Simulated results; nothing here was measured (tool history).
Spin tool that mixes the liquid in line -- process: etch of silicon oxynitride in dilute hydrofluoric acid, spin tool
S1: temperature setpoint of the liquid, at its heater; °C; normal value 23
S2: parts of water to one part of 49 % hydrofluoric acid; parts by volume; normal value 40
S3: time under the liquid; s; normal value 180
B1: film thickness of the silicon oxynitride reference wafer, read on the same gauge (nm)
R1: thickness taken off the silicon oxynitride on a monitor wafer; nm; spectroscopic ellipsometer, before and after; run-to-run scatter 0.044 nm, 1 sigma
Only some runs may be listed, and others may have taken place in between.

run,day,S1,S2,S3,B1,R1
1,0,23,40,180,90.03,10.57
2,0.496,23,40,180,90,10.59
3,0.767,23,40,180,89.99,10.46
4,1.242,23,30,180,90,13.97
5,1.758,23,40,180,90.01,10.45
6,2.304,23,40,180,90.01,10.44
7,2.667,23,35,125,90.03,8.39
8,3.038,23,35,125,90,8.36
9,3.762,23,40,180,89.99,10.48
10,4.496,23,40,180,89.99,10.46
11,5.075,23,40,180,90.01,10.5
# day 5.688: thermometer replaced
12,5.708,23,25,240,90,22.74
13,6.421,23,25,240,90,22.73
# day 6.654: hydrofluoric acid flow meter replaced
14,8.196,23,40,180,90.02,10.53
# day 8.433: gauge calibrated
15,8.633,25,25,255,89.98,26.6
16,8.933,23,25,75,89.97,7.07
17,9.658,23,40,180,90,10.53
18,10.304,23,60,135,90,5.19
19,10.65,20.5,30,125,90,8.64
20,10.983,27.5,60,105,89.98,5
21,11.654,23,40,180,90,10.5
22,12.367,27,45,110,89.98,6.92
23,12.971,19,50,80,89.99,3.04
24,14.196,27.5,55,270,90,14.14
25,14.912,19,30,75,90,4.82
26,15.488,23,40,180,89.99,10.54
27,15.967,23,40,240,90.01,13.88
28,16.679,23,25,180,90.02,17.03
29,17.4,23,40,180,90,10.5
30,17.892,23,20,180,89.98,21.01
31,18.304,23,40,265,90,15.48
32,18.783,23,50,235,90.01,10.93

List, for all runs, the conditions of the tool that the log does not record:
liquid colder than its thermometer reads (K): 0 at every run
hydrofluoric acid flow above the setpoint (%): 0 at every run
gauge reads high (%): 0 at every run

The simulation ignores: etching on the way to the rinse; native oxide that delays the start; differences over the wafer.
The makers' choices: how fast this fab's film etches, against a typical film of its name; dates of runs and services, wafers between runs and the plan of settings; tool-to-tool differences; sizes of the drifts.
